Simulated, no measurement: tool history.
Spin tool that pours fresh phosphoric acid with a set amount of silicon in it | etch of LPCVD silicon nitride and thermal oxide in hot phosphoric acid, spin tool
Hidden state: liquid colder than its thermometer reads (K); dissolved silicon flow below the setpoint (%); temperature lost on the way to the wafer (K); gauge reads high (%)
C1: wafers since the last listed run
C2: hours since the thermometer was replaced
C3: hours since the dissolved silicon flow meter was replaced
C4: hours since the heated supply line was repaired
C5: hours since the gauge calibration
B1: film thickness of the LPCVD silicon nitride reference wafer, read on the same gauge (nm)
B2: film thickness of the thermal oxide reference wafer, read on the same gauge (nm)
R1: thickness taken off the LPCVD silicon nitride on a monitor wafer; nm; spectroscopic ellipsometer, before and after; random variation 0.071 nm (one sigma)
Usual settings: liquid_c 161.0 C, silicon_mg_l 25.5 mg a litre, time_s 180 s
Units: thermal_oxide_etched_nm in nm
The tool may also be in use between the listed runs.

Run 1, hour 0.0: usual settings but liquid_c 159.5 C; C1 0; C2 1396.4; C3 531.9; C4 3469.4; C5 248.3; B1 140.01; B2 39.974. Result: R1 12.76 nm, thermal_oxide_etched_nm 0.261 nm.
Run 2, hour 100.1: usual settings but liquid_c 160.0 C; C1 973; C2 1496.5; C3 632.0; C4 3569.5; C5 348.4; B1 140.00; B2 39.938. Result: R1 12.85 nm, thermal_oxide_etched_nm 0.194 nm.
Run 3, hour 155.2: usual settings but liquid_c 160.0 C; C1 535; C2 1551.6; C3 687.1; C4 3624.6; C5 403.5; B1 140.00; B2 40.022. Result: R1 12.71 nm, thermal_oxide_etched_nm 0.261 nm.
Run 4, hour 225.7: usual settings; C1 685; C2 1622.1; C3 757.6; C4 3695.1; C5 474.0; B1 139.99; B2 39.983. Result: R1 13.25 nm, thermal_oxide_etched_nm 0.283 nm.
Run 5, hour 287.8: usual settings but liquid_c 159.5 C, silicon_mg_l 7.0 mg a litre, time_s 265 s; C1 603; C2 1684.2; C3 819.7; C4 3757.2; C5 536.1; B1 139.99; B2 40.039. Result: R1 18.52 nm, thermal_oxide_etched_nm 0.573 nm.
Run 6, hour 345.4: usual settings but liquid_c 160.0 C, silicon_mg_l 34.0 mg a litre; C1 560; C2 1741.8; C3 877.3; C4 3814.8; C5 593.7; B1 139.99; B2 39.998. Result: R1 12.71 nm, thermal_oxide_etched_nm 0.150 nm.
Run 7, hour 422.5: usual settings but liquid_c 162.0 C, time_s 215 s; C1 749; C2 1818.9; C3 954.4; C4 3891.9; C5 670.8; B1 140.01; B2 40.014. Result: R1 16.21 nm, thermal_oxide_etched_nm 0.371 nm.
At hour 488.4: heated supply line repaired.
At hour 493.5: dissolved silicon flow meter replaced.
Run 8, hour 498.5: usual settings but liquid_c 162.5 C, silicon_mg_l 42.0 mg a litre, time_s 90 s; C1 719; C2 1894.9; C3 5.0; C4 10.1; C5 746.8; B1 139.99; B2 40.019. Result: R1 7.48 nm, thermal_oxide_etched_nm 0.079 nm.
Run 9, hour 547.7: usual settings; C1 478; C2 1944.1; C3 54.2; C4 59.3; C5 796.0; B1 140.00; B2 39.963. Result: R1 14.20 nm, thermal_oxide_etched_nm 0.296 nm.
At hour 604.0: thermometer replaced.
Run 10, hour 615.8: usual settings but silicon_mg_l 10.0 mg a litre; C1 652; C2 11.8; C3 122.3; C4 127.4; C5 864.1; B1 140.01; B2 40.030. Result: R1 14.16 nm, thermal_oxide_etched_nm 0.484 nm.
Run 11, hour 688.3: usual settings but silicon_mg_l 40.5 mg a litre, time_s 290 s; C1 704; C2 84.3; C3 194.8; C4 199.9; C5 936.6; B1 140.01; B2 40.014. Result: R1 22.91 nm, thermal_oxide_etched_nm 0.214 nm.
Run 12, hour 765.0: usual settings; C1 745; C2 161.0; C3 271.5; C4 276.6; C5 1013.3; B1 139.99; B2 40.003. Result: R1 14.03 nm, thermal_oxide_etched_nm 0.384 nm.
Run 13, hour 816.8: usual settings; C1 503; C2 212.8; C3 323.3; C4 328.4; C5 1065.1; B1 140.01; B2 39.993. Result: R1 14.24 nm, thermal_oxide_etched_nm 0.275 nm.
Run 14, hour 877.0: usual settings but silicon_mg_l 44.5 mg a litre; C1 585; C2 273.0; C3 383.5; C4 388.6; C5 1125.3; B1 140.00; B2 39.994. Result: R1 14.17 nm, thermal_oxide_etched_nm 0.118 nm.
Run 15, hour 923.1: usual settings but liquid_c 162.0 C, silicon_mg_l 10.5 mg a litre, time_s 210 s; C1 448; C2 319.1; C3 429.6; C4 434.7; C5 1171.4; B1 140.02; B2 40.020. Result: R1 16.89 nm, thermal_oxide_etched_nm 0.650 nm.
Run 16, hour 965.0: usual settings but liquid_c 158.5 C, silicon_mg_l 33.0 mg a litre, time_s 265 s; C1 407; C2 361.0; C3 471.5; C4 476.6; C5 1213.3; B1 139.99; B2 39.981. Result: R1 19.12 nm, thermal_oxide_etched_nm 0.247 nm.
Run 17, hour 1058.6: usual settings; C1 910; C2 454.6; C3 565.1; C4 570.2; C5 1306.9; B1 139.99; B2 40.018. Result: R1 13.93 nm, thermal_oxide_etched_nm 0.256 nm.
Run 18, hour 1144.8: usual settings but time_s 220 s; C1 838; C2 540.8; C3 651.3; C4 656.4; C5 1393.1; B1 139.99; B2 39.983. Result: R1 17.22 nm, thermal_oxide_etched_nm 0.363 nm.
Run 19, hour 1234.2: usual settings but time_s 255 s; C1 869; C2 630.2; C3 740.7; C4 745.8; C5 1482.5; B1 140.00; B2 39.994. Result: R1 20.01 nm, thermal_oxide_etched_nm 0.369 nm.
Run 20, hour 1327.7: usual settings but silicon_mg_l 16.0 mg a litre, time_s 255 s; C1 909; C2 723.7; C3 834.2; C4 839.3; C5 1576.0; B1 140.02; B2 39.979. Result: R1 19.92 nm, thermal_oxide_etched_nm 0.680 nm.
Run 21, hour 1369.3: usual settings but liquid_c 164.0 C; C1 404; C2 765.3; C3 875.8; C4 880.9; C5 1617.6; B1 140.00; B2 39.970. Result: R1 15.55 nm, thermal_oxide_etched_nm 0.299 nm.
Run 22, hour 1434.0: usual settings but liquid_c 159.5 C, silicon_mg_l 45.5 mg a litre; C1 629; C2 830.0; C3 940.5; C4 945.6; C5 1682.3; B1 140.00; B2 39.996. Result: R1 13.36 nm, thermal_oxide_etched_nm 0.095 nm.

Forecast each of these 4 alternatives for the next run:
Run A, hour 1434.5: usual settings but liquid_c 163.5 C; C1 4; C2 830.5; C3 941.0; C4 946.1; C5 1682.8; B1 ?; B2 ?. Result: R1 ?, thermal_oxide_etched_nm ?.
Run B, hour 1434.5: usual settings but liquid_c 163.0 C, time_s 220 s; C1 4; C2 830.5; C3 941.0; C4 946.1; C5 1682.8; B1 ?; B2 ?. Result: R1 ?, thermal_oxide_etched_nm ?.
Run C, hour 1434.5: usual settings but liquid_c 162.0 C, silicon_mg_l 36.0 mg a litre, time_s 285 s; C1 4; C2 830.5; C3 941.0; C4 946.1; C5 1682.8; B1 ?; B2 ?. Result: R1 ?, thermal_oxide_etched_nm ?.
Run D, hour 1434.5: usual settings but liquid_c 158.5 C, silicon_mg_l 46.0 mg a litre; C1 4; C2 830.5; C3 941.0; C4 946.1; C5 1682.8; B1 ?; B2 ?. Result: R1 ?, thermal_oxide_etched_nm ?.

run      B1      B2     R1  thermal_oxide_etched_nm
  A  139.99  39.991  15.24                    0.354
  B  139.99  39.991  18.32                    0.417
  C  139.99  39.991  22.96                    0.323
  D  139.99  39.991  12.89                    0.087
Without the tool's hidden state the same runs would have given:
run     R1  thermal_oxide_etched_nm
  A  15.53                    0.369
  B  18.67                    0.434
  C  23.40                    0.337
  D  13.14                    0.090
